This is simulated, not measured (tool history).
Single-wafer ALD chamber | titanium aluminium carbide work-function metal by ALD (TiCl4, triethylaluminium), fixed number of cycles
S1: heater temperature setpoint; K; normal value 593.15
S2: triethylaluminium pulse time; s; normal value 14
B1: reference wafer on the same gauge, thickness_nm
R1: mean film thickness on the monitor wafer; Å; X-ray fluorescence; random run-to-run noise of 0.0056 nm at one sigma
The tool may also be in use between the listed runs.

{"run": 1, "day": 0.0, "S1": 604.15, "S2": 17.02, "B1": 2.42, "R1": 23.4}
{"run": 2, "day": 0.375, "S1": 604.15, "S2": 17.02, "B1": 2.423, "R1": 23.3}
{"run": 3, "day": 2.529, "S1": 593.15, "S2": 14, "B1": 2.418, "R1": 21.95}
{"run": 4, "day": 3.017, "S1": 593.15, "S2": 14, "B1": 2.422, "R1": 21.91}
{"run": 5, "day": 3.692, "S1": 584.15, "S2": 9.54, "B1": 2.421, "R1": 20.05}
{"run": 6, "day": 4.4, "S1": 593.15, "S2": 14, "B1": 2.422, "R1": 21.97}
{"day": 4.829, "done": "gauge calibrated"}
{"run": 7, "day": 4.896, "S1": 593.15, "S2": 14, "B1": 2.423, "R1": 21.91}
{"run": 8, "day": 5.538, "S1": 593.15, "S2": 14, "B1": 2.422, "R1": 22.01}
{"day": 6.15, "done": "showerhead replaced"}
{"run": 9, "day": 6.171, "S1": 593.15, "S2": 14, "B1": 2.422, "R1": 22}
{"run": 10, "day": 6.458, "S1": 593.15, "S2": 14, "B1": 2.419, "R1": 21.83}
{"run": 11, "day": 6.908, "S1": 593.15, "S2": 14, "B1": 2.422, "R1": 21.89}
{"run": 12, "day": 7.508, "S1": 593.15, "S2": 14, "B1": 2.417, "R1": 21.84}
{"day": 8.096, "done": "triethylaluminium bottle replaced"}
{"run": 13, "day": 8.208, "S1": 593.15, "S2": 14, "B1": 2.42, "R1": 22.44}
{"run": 14, "day": 8.846, "S1": 593.15, "S2": 14, "B1": 2.416, "R1": 22.52}
{"run": 15, "day": 9.429, "S1": 585.15, "S2": 16.46, "B1": 2.419, "R1": 21.73}
{"run": 16, "day": 10.1, "S1": 593.15, "S2": 14, "B1": 2.418, "R1": 22.45}
{"run": 17, "day": 10.808, "S1": 593.15, "S2": 14, "B1": 2.417, "R1": 22.4}
{"run": 18, "day": 11.138, "S1": 593.15, "S2": 14, "B1": 2.423, "R1": 22.37}
{"run": 19, "day": 11.675, "S1": 598.15, "S2": 12.54, "B1": 2.42, "R1": 22.7}
{"run": 20, "day": 12.171, "S1": 603.15, "S2": 15.67, "B1": 2.42, "R1": 23.5}
{"run": 21, "day": 12.571, "S1": 608.15, "S2": 16.75, "B1": 2.421, "R1": 23.93}
{"day": 13.283, "done": "thermocouple changed; heater temperature recalibrated"}
{"run": 22, "day": 13.304, "S1": 601.15, "S2": 16.05, "B1": 2.42, "R1": 23.19}
{"run": 23, "day": 13.683, "S1": 597.15, "S2": 10.16, "B1": 2.417, "R1": 22.08}
{"run": 24, "day": 14.408, "S1": 584.15, "S2": 11.96, "B1": 2.419, "R1": 21.26}
{"run": 25, "day": 15.071, "S1": 586.15, "S2": 14, "B1": 2.42, "R1": 21.74}
{"run": 26, "day": 15.475, "S1": 593.15, "S2": 14, "B1": 2.419, "R1": 22.27}
{"run": 27, "day": 16.2, "S1": 597.15, "S2": 19.57, "B1": 2.419, "R1": 22.94}
{"run": 28, "day": 16.883, "S1": 582.15, "S2": 17.48, "B1": 2.422, "R1": 21.46}
{"run": 29, "day": 17.167, "S1": 606.15, "S2": 8.59, "B1": 2.42, "R1": 22.24}
{"run": 30, "day": 17.829, "S1": 589.15, "S2": 9.89, "B1": 2.418, "R1": 21.18}
{"run": 31, "day": 18.329, "S1": 584.15, "S2": 18.05, "B1": 2.421, "R1": 21.56}
{"run": 32, "day": 18.842, "S1": 582.15, "S2": 15.52, "B1": 2.421, "R1": 21.24}

Run by run, hidden condition taken away, random variation retained:
The tool's hidden condition here consists of: wafer temperature above the value expected at the setpoint (K); triethylaluminium dose above that of a fresh bottle (%); gauge reads high (%).
run=1 R1=23.7
run=2 R1=23.6
run=3 R1=22.47
run=4 R1=22.44
run=5 R1=21.17
run=6 R1=22.5
run=7 R1=22.44
run=8 R1=22.55
run=9 R1=22.53
run=10 R1=22.36
run=11 R1=22.43
run=12 R1=22.38
run=13 R1=22.45
run=14 R1=22.55
run=15 R1=21.75
run=16 R1=22.5
run=17 R1=22.47
run=18 R1=22.45
run=19 R1=22.83
run=20 R1=23.57
run=21 R1=23.99
run=22 R1=23.28
run=23 R1=22.38
run=24 R1=21.48
run=25 R1=21.9
run=26 R1=22.44
run=27 R1=22.99
run=28 R1=21.55
run=29 R1=22.89
run=30 R1=21.68
run=31 R1=21.65
run=32 R1=21.41
